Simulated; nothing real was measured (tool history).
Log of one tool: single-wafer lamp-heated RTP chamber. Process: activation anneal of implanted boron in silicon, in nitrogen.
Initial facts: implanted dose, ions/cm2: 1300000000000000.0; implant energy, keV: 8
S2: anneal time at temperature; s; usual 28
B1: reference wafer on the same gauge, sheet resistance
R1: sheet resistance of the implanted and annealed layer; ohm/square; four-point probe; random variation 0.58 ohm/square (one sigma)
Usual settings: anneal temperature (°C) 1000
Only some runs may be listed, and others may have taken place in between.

{"run": 1, "hour": 0.0, "anneal temperature (°C)": 1000, "S2": 20, "B1": 108, "R1": 120.48}
{"run": 2, "hour": 29.6, "anneal temperature (°C)": 1000, "S2": 20, "B1": 107.96, "R1": 120.68}
{"run": 3, "hour": 53.5, "anneal temperature (°C)": 1000, "S2": 28, "B1": 108.06, "R1": 118.2}
{"run": 4, "hour": 88.9, "anneal temperature (°C)": 1000, "S2": 28, "B1": 108.05, "R1": 117.68}
{"hour": 106.8, "done": "pyrometer window cleaned and pyrometer calibrated"}
{"run": 5, "hour": 109.9, "anneal temperature (°C)": 1000, "S2": 28, "B1": 108.09, "R1": 118.51}
{"run": 6, "hour": 133.6, "anneal temperature (°C)": 1013, "S2": 28, "B1": 107.95, "R1": 111.91}
{"run": 7, "hour": 164.8, "anneal temperature (°C)": 1007, "S2": 28, "B1": 108.02, "R1": 115.87}
{"run": 8, "hour": 180.6, "anneal temperature (°C)": 1007, "S2": 28, "B1": 107.93, "R1": 115.3}
{"run": 9, "hour": 206.2, "anneal temperature (°C)": 1007, "S2": 28, "B1": 107.99, "R1": 115.75}
{"run": 10, "hour": 222.6, "anneal temperature (°C)": 993, "S2": 28, "B1": 108.04, "R1": 121.24}
{"run": 11, "hour": 244.9, "anneal temperature (°C)": 993, "S2": 28, "B1": 107.93, "R1": 121.33}
{"hour": 269.3, "done": "reflector plate cleaned"}
{"run": 12, "hour": 269.8, "anneal temperature (°C)": 993, "S2": 28, "B1": 107.98, "R1": 122.66}
{"run": 13, "hour": 275.7, "anneal temperature (°C)": 1000, "S2": 28, "B1": 108.01, "R1": 120.89}
{"hour": 312.9, "done": "gauge calibrated"}
{"run": 14, "hour": 371.4, "anneal temperature (°C)": 980, "S2": 16, "B1": 107.95, "R1": 136.47}
{"hour": 408.4, "done": "pyrometer window cleaned and pyrometer calibrated"}
{"run": 15, "hour": 408.9, "anneal temperature (°C)": 1000, "S2": 40, "B1": 107.96, "R1": 116.69}
{"run": 16, "hour": 508.4, "anneal temperature (°C)": 1000, "S2": 28, "B1": 107.93, "R1": 118.23}
{"run": 17, "hour": 520.9, "anneal temperature (°C)": 1000, "S2": 20, "B1": 108.08, "R1": 120.63}
{"run": 18, "hour": 551.9, "anneal temperature (°C)": 1007, "S2": 28, "B1": 108.03, "R1": 115.69}
{"run": 19, "hour": 587.0, "anneal temperature (°C)": 1028, "S2": 28, "B1": 108.09, "R1": 107.73}
{"run": 20, "hour": 603.9, "anneal temperature (°C)": 987, "S2": 16, "B1": 107.97, "R1": 130.54}
{"run": 21, "hour": 628.2, "anneal temperature (°C)": 1009, "S2": 28, "B1": 107.96, "R1": 115.23}
{"run": 22, "hour": 663.8, "anneal temperature (°C)": 1000, "S2": 34, "B1": 108.05, "R1": 117.41}
{"run": 23, "hour": 687.3, "anneal temperature (°C)": 1017, "S2": 28, "B1": 107.94, "R1": 111.12}
{"run": 24, "hour": 705.2, "anneal temperature (°C)": 1000, "S2": 28, "B1": 107.9, "R1": 118.72}
{"run": 25, "hour": 722.5, "anneal temperature (°C)": 1020, "S2": 38, "B1": 107.95, "R1": 108.55}
{"hour": 750.6, "done": "pyrometer window cleaned and pyrometer calibrated"}
{"run": 26, "hour": 752.0, "anneal temperature (°C)": 974, "S2": 28, "B1": 108.13, "R1": 130.94}
{"run": 27, "hour": 774.1, "anneal temperature (°C)": 1020, "S2": 22, "B1": 107.97, "R1": 110.96}

Predict each of these 4 candidate next runs independently; none follows another, all start after run 27:
{"run": "A", "hour": 774.5, "anneal temperature (°C)": 983, "S2": 28, "B1": "?", "R1": "?"}
{"run": "B", "hour": 774.5, "anneal temperature (°C)": 980, "S2": 37, "B1": "?", "R1": "?"}
{"run": "C", "hour": 774.5, "anneal temperature (°C)": 986, "S2": 28, "B1": "?", "R1": "?"}
{"run": "D", "hour": 774.5, "anneal temperature (°C)": 980, "S2": 28, "B1": "?", "R1": "?"}

run=A B1=108.06 R1=126.03
run=B B1=108.06 R1=125.38
run=C B1=108.06 R1=124.43
run=D B1=108.06 R1=127.77
Take away the tool's hidden state, keep each run's random variation, and the runs would have read:
run=A R1=130.04
run=B R1=129.46
run=C R1=128.11
run=D R1=132.14

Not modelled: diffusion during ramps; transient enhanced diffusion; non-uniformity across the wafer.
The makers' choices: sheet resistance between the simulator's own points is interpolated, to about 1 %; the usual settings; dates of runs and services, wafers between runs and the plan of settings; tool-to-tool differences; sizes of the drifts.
